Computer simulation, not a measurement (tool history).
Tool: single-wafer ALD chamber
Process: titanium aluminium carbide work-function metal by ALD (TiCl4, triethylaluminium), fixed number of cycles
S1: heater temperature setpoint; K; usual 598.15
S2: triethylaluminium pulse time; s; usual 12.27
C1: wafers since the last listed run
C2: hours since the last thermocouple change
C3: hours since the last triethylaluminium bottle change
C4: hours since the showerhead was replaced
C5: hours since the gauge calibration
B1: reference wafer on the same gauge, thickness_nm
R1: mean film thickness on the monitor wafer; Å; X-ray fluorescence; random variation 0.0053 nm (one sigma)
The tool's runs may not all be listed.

| run | hour | S1 | S2 | C1 | C2 | C3 | C4 | C5 | B1 | R1 |
|---|---|---|---|---|---|---|---|---|---|---|
| 1 | 0 | 598.15 | 12.27 | 0 | 1647.5 | 1459.2 | 6476 | 52.7 | 2.552 | 22.57 |
| 2 | 13.5 | 590.15 | 12.27 | 143 | 1661 | 1472.7 | 6489.5 | 66.2 | 2.553 | 22.01 |
| 3 | 31.3 | 590.15 | 12.27 | 189 | 1678.8 | 1490.5 | 6507.3 | 84 | 2.554 | 21.89 |
| 4 | 45.8 | 598.15 | 9.83 | 154 | 1693.3 | 1505 | 6521.8 | 98.5 | 2.555 | 21.54 |
| 5 | 60.7 | 598.15 | 9.83 | 158 | 1708.2 | 1519.9 | 6536.7 | 113.4 | 2.556 | 21.54 |
| 6 | 74.7 | 598.15 | 9.83 | 149 | 1722.2 | 1533.9 | 6550.7 | 127.4 | 2.559 | 21.64 |
| 7 | 106.7 | 608.15 | 12.27 | 341 | 1754.2 | 1565.9 | 6582.7 | 159.4 | 2.561 | 23.39 |
| 8 | 129.6 | 604.15 | 10.91 | 244 | 1777.1 | 1588.8 | 6605.6 | 182.3 | 2.563 | 22.73 |
| 9 | 158.9 | 598.15 | 12.27 | 312 | 1806.4 | 1618.1 | 6634.9 | 211.6 | 2.567 | 22.7 |
| 10 | 185.4 | 598.15 | 12.27 | 282 | 1832.9 | 1644.6 | 6661.4 | 238.1 | 2.568 | 22.72 |
| 11 | 215.6 | 598.15 | 12.27 | 321 | 1863.1 | 1674.8 | 6691.6 | 268.3 | 2.574 | 22.7 |
| 12 | 266 | 598.15 | 12.27 | 537 | 1913.5 | 1725.2 | 6742 | 318.7 | 2.576 | 22.74 |
| 13 | 293.1 | 603.15 | 12.27 | 288 | 1940.6 | 1752.3 | 6769.1 | 345.8 | 2.58 | 23.27 |
|  | 322.6 | triethylaluminium bottle replaced |
| 14 | 324.1 | 608.15 | 15.1 | 245 | 1971.6 | 1.5 | 6800.1 | 376.8 | 2.581 | 23.85 |
| 15 | 340.1 | 606.15 | 15.66 | 170 | 1987.6 | 17.5 | 6816.1 | 392.8 | 2.585 | 23.71 |
| 16 | 367.1 | 606.15 | 9.23 | 287 | 2014.6 | 44.5 | 6843.1 | 419.8 | 2.586 | 21.73 |
| 17 | 396.7 | 598.15 | 12.27 | 315 | 2044.2 | 74.1 | 6872.7 | 449.4 | 2.589 | 22.91 |
|  | 406.4 | gauge calibrated |
|  | 435.6 | showerhead replaced |
|  | 452.4 | thermocouple changed; heater temperature recalibrated |
| 18 | 452.9 | 606.15 | 9.19 | 428 | 0.5 | 130.3 | 17.3 | 46.5 | 2.553 | 21.52 |
| 19 | 468.2 | 598.15 | 12.27 | 163 | 15.8 | 145.6 | 32.6 | 61.8 | 2.554 | 22.53 |
| 20 | 482.6 | 589.15 | 12.27 | 153 | 30.2 | 160 | 47 | 76.2 | 2.557 | 21.83 |

Run 21 comes next. What will it give?
| 21 | 514.2 | 590.15 | 8.36 | 336 | 61.8 | 191.6 | 78.6 | 107.8 | ? | ? |

{"run 21": {"B1": 2.56, "R1": 19.1}}
Without the tool's hidden state the same run would have given R1 19.03 Å.
